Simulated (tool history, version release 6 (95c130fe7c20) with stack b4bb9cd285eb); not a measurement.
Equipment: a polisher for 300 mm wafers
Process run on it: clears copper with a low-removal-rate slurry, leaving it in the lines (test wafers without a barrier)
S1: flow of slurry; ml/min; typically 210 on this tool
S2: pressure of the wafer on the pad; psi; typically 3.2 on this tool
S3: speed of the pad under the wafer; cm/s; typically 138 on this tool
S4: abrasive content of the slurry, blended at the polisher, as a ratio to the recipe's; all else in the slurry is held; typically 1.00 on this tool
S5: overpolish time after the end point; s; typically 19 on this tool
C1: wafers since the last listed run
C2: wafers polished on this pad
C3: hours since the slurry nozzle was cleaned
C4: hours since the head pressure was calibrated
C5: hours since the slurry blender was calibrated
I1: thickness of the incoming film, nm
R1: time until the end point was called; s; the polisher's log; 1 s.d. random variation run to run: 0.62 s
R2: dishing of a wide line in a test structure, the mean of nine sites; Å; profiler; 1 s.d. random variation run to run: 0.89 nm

run 1 hour=0.0 | S1=210 S2=3.2 S3=138 S4=1.00 S5=19 | C1=0 C2=1474 C3=142.9 C4=385.8 C5=226.1 | I1=311.9 | R1=77.8 R2=589
-- hour=5.3 head pressure recalibrated
run 2 hour=63.2 | S1=210 S2=2.9 S3=138 S4=1.00 S5=19 | C1=509 C2=1983 C3=206.1 C4=57.9 C5=289.3 | I1=310.1 | R1=90.0 R2=521
run 3 hour=161.1 | S1=210 S2=2.9 S3=138 S4=1.00 S5=19 | C1=814 C2=2797 C3=304.0 C4=155.8 C5=387.2 | I1=307.9 | R1=95.3 R2=502
-- hour=214.5 slurry blender recalibrated
-- hour=248.9 worn pad replaced by a new one
run 4 hour=260.5 | S1=210 S2=2.9 S3=138 S4=1.00 S5=19 | C1=776 C2=96 C3=403.4 C4=255.2 C5=46.0 | I1=316.9 | R1=93.4 R2=519
-- hour=266.5 slurry nozzle cleaned
run 5 hour=312.0 | S1=210 S2=3.2 S3=138 S4=1.20 S5=19 | C1=420 C2=516 C3=45.5 C4=306.7 C5=97.5 | I1=312.7 | R1=71.4 R2=660
-- hour=363.9 head pressure recalibrated
run 6 hour=411.2 | S1=210 S2=3.6 S3=138 S4=1.00 S5=19 | C1=808 C2=1324 C3=144.7 C4=47.3 C5=196.7 | I1=313.8 | R1=68.7 R2=682
run 7 hour=452.2 | S1=210 S2=3.6 S3=138 S4=1.00 S5=19 | C1=341 C2=1665 C3=185.7 C4=88.3 C5=237.7 | I1=307.3 | R1=68.7 R2=665
run 8 hour=524.5 | S1=210 S2=3.2 S3=138 S4=1.00 S5=19 | C1=601 C2=2267 C3=258.0 C4=160.6 C5=310.0 | I1=310.6 | R1=80.6 R2=572
run 9 hour=595.3 | S1=210 S2=3.2 S3=138 S4=1.00 S5=19 | C1=588 C2=2856 C3=328.8 C4=231.4 C5=380.8 | I1=312.7 | R1=85.5 R2=556
-- hour=598.3 slurry blender recalibrated
-- hour=619.1 worn pad replaced by a new one
-- hour=627.9 slurry nozzle cleaned
run 10 hour=688.7 | S1=210 S2=3.2 S3=138 S4=1.00 S5=19 | C1=718 C2=570 C3=60.8 C4=324.8 C5=90.4 | I1=309.0 | R1=72.6 R2=626
run 11 hour=757.8 | S1=210 S2=3.2 S3=138 S4=1.00 S5=19 | C1=574 C2=1145 C3=129.9 C4=393.9 C5=159.5 | I1=311.4 | R1=76.7 R2=602
-- hour=834.2 head pressure recalibrated
-- hour=1005.0 slurry nozzle cleaned
run 12 hour=1025.5 | S1=210 S2=3.2 S3=138 S4=1.00 S5=19 | C1=2201 C2=3347 C3=20.5 C4=191.3 C5=427.2 | I1=310.2 | R1=81.4 R2=572
-- hour=1029.0 slurry blender recalibrated
-- hour=1049.8 worn pad replaced by a new one
run 13 hour=1067.7 | S1=210 S2=3.2 S3=110 S4=1.00 S5=19 | C1=301 C2=148 C3=62.7 C4=233.5 C5=38.7 | I1=315.0 | R1=96.4 R2=512
run 14 hour=1159.0 | S1=210 S2=3.2 S3=138 S4=1.00 S5=19 | C1=759 C2=908 C3=154.0 C4=324.8 C5=130.0 | I1=310.8 | R1=76.3 R2=604
-- hour=1186.3 head pressure recalibrated
run 15 hour=1212.0 | S1=210 S2=3.2 S3=116 S4=1.00 S5=19 | C1=424 C2=1332 C3=207.0 C4=25.7 C5=183.0 | I1=308.6 | R1=92.9 R2=514
run 16 hour=1269.7 | S1=210 S2=3.2 S3=126 S4=1.00 S5=22 | C1=479 C2=1812 C3=264.7 C4=83.4 C5=240.7 | I1=313.8 | R1=88.1 R2=617
run 17 hour=1354.9 | S1=210 S2=2.9 S3=138 S4=1.00 S5=19 | C1=708 C2=2520 C3=349.9 C4=168.6 C5=325.9 | I1=309.4 | R1=94.6 R2=507
-- hour=1416.1 slurry nozzle cleaned
run 18 hour=1426.8 | S1=145 S2=3.2 S3=158 S4=1.00 S5=19 | C1=589 C2=3110 C3=10.7 C4=240.5 C5=397.8 | I1=313.2 | R1=76.1 R2=602
-- hour=1438.6 slurry blender recalibrated
run 19 hour=1471.7 | S1=275 S2=3.5 S3=138 S4=1.15 S5=19 | C1=356 C2=3467 C3=55.6 C4=285.4 C5=33.1 | I1=312.5 | R1=65.0 R2=713
-- hour=1522.9 worn pad replaced by a new one
run 20 hour=1523.8 | S1=140 S2=2.8 S3=138 S4=1.00 S5=19 | C1=400 C2=7 C3=107.7 C4=337.5 C5=85.2 | I1=305.5 | R1=91.1 R2=517
-- hour=1583.9 head pressure recalibrated
run 21 hour=1590.1 | S1=210 S2=3.2 S3=138 S4=0.70 S5=15 | C1=534 C2=542 C3=174.0 C4=6.2 C5=151.5 | I1=312.3 | R1=86.1 R2=446
run 22 hour=1678.5 | S1=150 S2=2.8 S3=138 S4=1.00 S5=19 | C1=735 C2=1277 C3=262.4 C4=94.6 C5=239.9 | I1=310.9 | R1=98.1 R2=476
run 23 hour=1733.5 | S1=270 S2=3.2 S3=138 S4=0.80 S5=27 | C1=457 C2=1735 C3=317.4 C4=149.6 C5=294.9 | I1=304.5 | R1=82.1 R2=774
-- hour=1786.2 slurry nozzle cleaned
run 24 hour=1820.4 | S1=185 S2=3.2 S3=100 S4=1.10 S5=15 | C1=714 C2=2449 C3=34.2 C4=236.5 C5=381.8 | I1=309.0 | R1=109.2 R2=354
-- hour=1855.4 slurry blender recalibrated
run 25 hour=1907.2 | S1=160 S2=3.2 S3=138 S4=1.00 S5=26 | C1=705 C2=3155 C3=121.0 C4=323.3 C5=51.8 | I1=314.2 | R1=79.5 R2=781
run 26 hour=1948.0 | S1=160 S2=3.2 S3=138 S4=1.00 S5=11 | C1=339 C2=3494 C3=161.8 C4=364.1 C5=92.6 | I1=311.1 | R1=80.7 R2=353
-- hour=1996.3 worn pad replaced by a new one
run 27 hour=2023.7 | S1=210 S2=3.2 S3=138 S4=1.00 S5=19 | C1=596 C2=227 C3=237.5 C4=439.8 C5=168.3 | I1=308.7 | R1=77.9 R2=600

Predict each of these 5 candidate next runs independently; none follows another, all start after run 27:
run A hour=2024.2 | S1=175 S2=3.2 S3=138 S4=1.00 S5=19 | C1=4 C2=231 C3=238.0 C4=440.3 C5=168.8 | I1=309.7 | R1=? R2=?
run B hour=2024.2 | S1=250 S2=3.2 S3=138 S4=1.00 S5=19 | C1=4 C2=231 C3=238.0 C4=440.3 C5=168.8 | I1=309.7 | R1=? R2=?
run C hour=2024.2 | S1=210 S2=3.2 S3=156 S4=1.00 S5=19 | C1=4 C2=231 C3=238.0 C4=440.3 C5=168.8 | I1=309.7 | R1=? R2=?
run D hour=2024.2 | S1=210 S2=3.2 S3=138 S4=1.00 S5=29 | C1=4 C2=231 C3=238.0 C4=440.3 C5=168.8 | I1=309.7 | R1=? R2=?
run E hour=2024.2 | S1=210 S2=3.2 S3=120 S4=0.70 S5=11 | C1=4 C2=231 C3=238.0 C4=440.3 C5=168.8 | I1=309.7 | R1=? R2=?

run=A R1=81.0 R2=587
run=B R1=75.7 R2=621
run=C R1=69.0 R2=672
run=D R1=77.9 R2=855
run=E R1=99.2 R2=300
The same runs, with their run-to-run variation unchanged, on a tool lacking any hidden condition would have given:
run=A R1=75.0 R2=626
run=B R1=71.3 R2=653
run=C R1=64.5 R2=709
run=D R1=72.9 R2=900
run=E R1=92.9 R2=318
